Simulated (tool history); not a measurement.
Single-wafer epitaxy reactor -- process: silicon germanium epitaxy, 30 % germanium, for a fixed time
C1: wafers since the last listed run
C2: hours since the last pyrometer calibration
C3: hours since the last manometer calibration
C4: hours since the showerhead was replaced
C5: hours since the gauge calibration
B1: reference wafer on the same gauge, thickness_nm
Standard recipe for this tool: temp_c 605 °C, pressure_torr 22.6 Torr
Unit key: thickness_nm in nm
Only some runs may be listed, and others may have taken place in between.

run 1 hour=0 | temp_c=605 pressure_torr=22.6 | C1=0 C2=1341.8 C3=564.6 C4=4104.3 C5=914.8 | B1=78.431 | thickness_nm=75.906
run 2 hour=70.5 | temp_c=605 pressure_torr=22.6 | C1=1182 C2=1412.3 C3=635.1 C4=4174.8 C5=985.3 | B1=78.372 | thickness_nm=76.065
run 3 hour=127.5 | temp_c=605 pressure_torr=22.6 | C1=956 C2=1469.3 C3=692.1 C4=4231.8 C5=1042.3 | B1=78.329 | thickness_nm=76.039
run 4 hour=185.9 | temp_c=605 pressure_torr=22.6 | C1=979 C2=1527.7 C3=750.5 C4=4290.2 C5=1100.7 | B1=78.367 | thickness_nm=76.338
run 5 hour=224.4 | temp_c=605 pressure_torr=22.6 | C1=645 C2=1566.2 C3=789 C4=4328.7 C5=1139.2 | B1=78.378 | thickness_nm=76.514
run 6 hour=288.6 | temp_c=605 pressure_torr=22.6 | C1=1076 C2=1630.4 C3=853.2 C4=4392.9 C5=1203.4 | B1=78.389 | thickness_nm=76.658
run 7 hour=394.5 | temp_c=605 pressure_torr=22.6 | C1=1776 C2=1736.3 C3=959.1 C4=4498.8 C5=1309.3 | B1=78.42 | thickness_nm=76.486
run 8 hour=489.9 | temp_c=605 pressure_torr=22.6 | C1=1600 C2=1831.7 C3=1054.5 C4=4594.2 C5=1404.7 | B1=78.377 | thickness_nm=76.699
run 9 hour=546.7 | temp_c=605 pressure_torr=22.6 | C1=952 C2=1888.5 C3=1111.3 C4=4651 C5=1461.5 | B1=78.42 | thickness_nm=76.6
run 10 hour=635 | temp_c=605 pressure_torr=22.6 | C1=1481 C2=1976.8 C3=1199.6 C4=4739.3 C5=1549.8 | B1=78.426 | thickness_nm=76.775
run 11 hour=729 | temp_c=605 pressure_torr=22.6 | C1=1576 C2=2070.8 C3=1293.6 C4=4833.3 C5=1643.8 | B1=78.337 | thickness_nm=76.618
run 12 hour=800.8 | temp_c=605 pressure_torr=22.6 | C1=1204 C2=2142.6 C3=1365.4 C4=4905.1 C5=1715.6 | B1=78.375 | thickness_nm=76.626
run 13 hour=842.1 | temp_c=605 pressure_torr=22.6 | C1=692 C2=2183.9 C3=1406.7 C4=4946.4 C5=1756.9 | B1=78.407 | thickness_nm=76.802
run 14 hour=928.4 | temp_c=605 pressure_torr=24.8 | C1=1447 C2=2270.2 C3=1493 C4=5032.7 C5=1843.2 | B1=78.352 | thickness_nm=79.346
run 15 hour=1022.4 | temp_c=614 pressure_torr=25 | C1=1576 C2=2364.2 C3=1587 C4=5126.7 C5=1937.2 | B1=78.434 | thickness_nm=96.086
-- hour=1039.7 capacitance manometer re-zeroed and calibrated
run 16 hour=1101.8 | temp_c=605 pressure_torr=22.6 | C1=1197 C2=2443.6 C3=62.1 C4=5206.1 C5=2016.6 | B1=78.409 | thickness_nm=75.211
-- hour=1114.1 gauge calibrated
run 17 hour=1208.8 | temp_c=599 pressure_torr=25.8 | C1=1794 C2=2550.6 C3=169.1 C4=5313.1 C5=94.7 | B1=78.391 | thickness_nm=70.047
run 18 hour=1247.6 | temp_c=605 pressure_torr=22.6 | C1=650 C2=2589.4 C3=207.9 C4=5351.9 C5=133.5 | B1=78.408 | thickness_nm=75.62
run 19 hour=1313.2 | temp_c=605 pressure_torr=21.1 | C1=1100 C2=2655 C3=273.5 C4=5417.5 C5=199.1 | B1=78.379 | thickness_nm=74.034
run 20 hour=1353.6 | temp_c=617 pressure_torr=18.9 | C1=677 C2=2695.4 C3=313.9 C4=5457.9 C5=239.5 | B1=78.348 | thickness_nm=90.662
run 21 hour=1413.2 | temp_c=600 pressure_torr=20.1 | C1=999 C2=2755 C3=373.5 C4=5517.5 C5=299.1 | B1=78.422 | thickness_nm=65.368
run 22 hour=1475.9 | temp_c=605 pressure_torr=22.6 | C1=1051 C2=2817.7 C3=436.2 C4=5580.2 C5=361.8 | B1=78.429 | thickness_nm=75.87
-- hour=1495.8 pyrometer calibrated
-- hour=1544.4 showerhead replaced
run 23 hour=1574.3 | temp_c=605 pressure_torr=22.6 | C1=1382 C2=78.5 C3=534.6 C4=29.9 C5=460.2 | B1=78.37 | thickness_nm=75.989
run 24 hour=1620.4 | temp_c=597 pressure_torr=17.5 | C1=773 C2=124.6 C3=580.7 C4=76 C5=506.3 | B1=78.381 | thickness_nm=58.765
run 25 hour=1921 | temp_c=619 pressure_torr=22.6 | C1=5041 C2=425.2 C3=881.3 C4=376.6 C5=806.9 | B1=78.399 | thickness_nm=101.839
run 26 hour=2019.7 | temp_c=605 pressure_torr=22.6 | C1=1655 C2=523.9 C3=980 C4=475.3 C5=905.6 | B1=78.389 | thickness_nm=76.666
run 27 hour=2070.6 | temp_c=592 pressure_torr=21 | C1=853 C2=574.8 C3=1030.9 C4=526.2 C5=956.5 | B1=78.395 | thickness_nm=56.776

Predict each of these 5 candidate next runs independently; none follows another, all start after run 27:
run A hour=2071 | temp_c=605 pressure_torr=18.1 | C1=6 C2=575.2 C3=1031.3 C4=526.6 C5=956.9 | B1=? | thickness_nm=?
run B hour=2071 | temp_c=605 pressure_torr=26.2 | C1=6 C2=575.2 C3=1031.3 C4=526.6 C5=956.9 | B1=? | thickness_nm=?
run C hour=2071 | temp_c=593 pressure_torr=17.6 | C1=6 C2=575.2 C3=1031.3 C4=526.6 C5=956.9 | B1=? | thickness_nm=?
run D hour=2071 | temp_c=590 pressure_torr=26.6 | C1=6 C2=575.2 C3=1031.3 C4=526.6 C5=956.9 | B1=? | thickness_nm=?
run E hour=2071 | temp_c=605 pressure_torr=25.8 | C1=6 C2=575.2 C3=1031.3 C4=526.6 C5=956.9 | B1=? | thickness_nm=?

run=A B1=78.455 thickness_nm=70.352
run=B B1=78.455 thickness_nm=80.868
run=C B1=78.455 thickness_nm=54.171
run=D B1=78.455 thickness_nm=59.361
run=E B1=78.455 thickness_nm=80.396
Stripped of hidden state, with their random variation kept, the same runs would have yielded:
run=A thickness_nm=68.434
run=B thickness_nm=78.662
run=C thickness_nm=52.693
run=D thickness_nm=57.743
run=E thickness_nm=78.204
